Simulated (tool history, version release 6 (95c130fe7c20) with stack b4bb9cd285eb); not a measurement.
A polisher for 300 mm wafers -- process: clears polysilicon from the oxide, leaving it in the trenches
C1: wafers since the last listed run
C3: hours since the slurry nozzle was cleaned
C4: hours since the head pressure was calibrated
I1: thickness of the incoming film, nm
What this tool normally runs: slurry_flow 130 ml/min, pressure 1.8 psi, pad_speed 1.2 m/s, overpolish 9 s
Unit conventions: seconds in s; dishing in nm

Run 1, hour 0: usual settings; C1 0; wafers polished on this pad 3066; C3 182.8; C4 306.6; I1 499.7. Result: seconds 38.5 s, dishing 56.2 nm.
At hour 48.8: worn pad replaced by a new one.
Run 2, hour 59.2: usual settings; C1 642; wafers polished on this pad 120; C3 242; C4 365.8; I1 502.1. Result: seconds 39.2 s, dishing 52.8 nm.
Run 3, hour 85.4: usual settings; C1 305; wafers polished on this pad 425; C3 268.2; C4 392; I1 500.2. Result: seconds 39.3 s, dishing 53 nm.
Run 4, hour 130.2: usual settings; C1 521; wafers polished on this pad 947; C3 313; C4 436.8; I1 496.7. Result: seconds 38.6 s, dishing 52.2 nm.
Run 5, hour 185.7: usual settings; C1 646; wafers polished on this pad 1593; C3 368.5; C4 492.3; I1 499.1. Result: seconds 40.4 s, dishing 53.9 nm.
Run 6, hour 247: usual settings; C1 713; wafers polished on this pad 2307; C3 429.8; C4 553.6; I1 508.3. Result: seconds 40.8 s, dishing 51.9 nm.
Run 7, hour 292.7: usual settings; C1 532; wafers polished on this pad 2839; C3 475.5; C4 599.3; I1 509. Result: seconds 40.9 s, dishing 53.8 nm.
At hour 303.3: head pressure recalibrated.
Run 8, hour 316.9: usual settings but pressure 2.1 psi; C1 258; wafers polished on this pad 3098; C3 499.7; C4 13.6; I1 495.9. Result: seconds 31.2 s, dishing 58.8 nm.
At hour 346.5: worn pad replaced by a new one.
Run 9, hour 387: usual settings; C1 769; wafers polished on this pad 471; C3 569.8; C4 83.7; I1 499.4. Result: seconds 38.5 s, dishing 54.3 nm.
Run 10, hour 421.3: usual settings but pressure 2.2 psi; C1 399; wafers polished on this pad 871; C3 604.1; C4 118; I1 504.1. Result: seconds 31.7 s, dishing 56.2 nm.
Run 11, hour 457.9: usual settings; C1 426; wafers polished on this pad 1297; C3 640.7; C4 154.6; I1 502.7. Result: seconds 40.4 s, dishing 54.8 nm.
Run 12, hour 496: usual settings; C1 443; wafers polished on this pad 1740; C3 678.8; C4 192.7; I1 498.2. Result: seconds 40.7 s, dishing 54.9 nm.
Run 13, hour 537.4: usual settings; C1 482; wafers polished on this pad 2222; C3 720.2; C4 234.1; I1 506. Result: seconds 42.6 s, dishing 51.8 nm.
Run 14, hour 607.7: usual settings; C1 818; wafers polished on this pad 3041; C3 790.5; C4 304.4; I1 506.7. Result: seconds 42.6 s, dishing 53.2 nm.
At hour 644.2: worn pad replaced by a new one.
Run 15, hour 658.5: usual settings; C1 544; wafers polished on this pad 166; C3 841.3; C4 355.2; I1 506. Result: seconds 42.5 s, dishing 51.7 nm.
At hour 668.1: slurry nozzle cleaned.
Run 16, hour 683.4: usual settings; C1 278; wafers polished on this pad 445; C3 15.3; C4 380.1; I1 494. Result: seconds 39.2 s, dishing 54.4 nm.
Run 17, hour 747.5: usual settings but slurry_flow 170 ml/min, pressure 1.4 psi; C1 746; wafers polished on this pad 1191; C3 79.4; C4 444.2; I1 489.8. Result: seconds 48 s, dishing 49.1 nm.
Run 18, hour 781.2: usual settings but slurry_flow 150 ml/min, pressure 2 psi, pad_speed 0.8 m/s, overpolish 12 s; C1 392; wafers polished on this pad 1583; C3 113.1; C4 477.9; I1 496.1. Result: seconds 49.4 s, dishing 53.5 nm.
Run 19, hour 827.4: usual settings but slurry_flow 90 ml/min; C1 537; wafers polished on this pad 2121; C3 159.3; C4 524.1; I1 503.1. Result: seconds 44.9 s, dishing 52.4 nm.
Run 20, hour 853.7: usual settings but slurry_flow 155 ml/min, pressure 2.1 psi, overpolish 14 s; C1 306; wafers polished on this pad 2428; C3 185.6; C4 550.4; I1 497.4. Result: seconds 32.8 s, dishing 65.5 nm.
At hour 893.1: head pressure recalibrated.
Run 21, hour 898.1: usual settings; C1 493; wafers polished on this pad 2921; C3 230; C4 5; I1 498.1. Result: seconds 35.6 s, dishing 55.2 nm.
Run 22, hour 949.1: usual settings but slurry_flow 100 ml/min, pad_speed 0.9 m/s; C1 593; wafers polished on this pad 3515; C3 281; C4 56; I1 491.7. Result: seconds 49.3 s, dishing 47.1 nm.
At hour 971.2: worn pad replaced by a new one.
Run 23, hour 1013.9: usual settings but pad_speed 0.94 m/s; C1 707; wafers polished on this pad 497; C3 345.8; C4 120.8; I1 496.9. Result: seconds 47.8 s, dishing 48.2 nm.
Run 24, hour 1041.2: usual settings but pressure 2.2 psi, pad_speed 1.04 m/s; C1 317; wafers polished on this pad 814; C3 373.1; C4 148.1; I1 504.9. Result: seconds 36.4 s, dishing 58.1 nm.
Run 25, hour 1091: usual settings but slurry_flow 170 ml/min, pressure 1.3 psi, overpolish 7 s; C1 579; wafers polished on this pad 1394; C3 422.9; C4 197.9; I1 500.1. Result: seconds 51.3 s, dishing 41.4 nm.

What will run 26 give?
At hour 1234.8: worn pad replaced by a new one.
Run 26, hour 1251.7: usual settings; C1 1824; wafers polished on this pad 196; C3 583.6; C4 358.6; I1 492.6. Result: seconds ?, dishing ?.

Run 26 yielded seconds 39.6 s, dishing 53.7 nm.
Minus the tool's unlogged condition, the same run would have read seconds 34.4 s, dishing 56.9 nm.
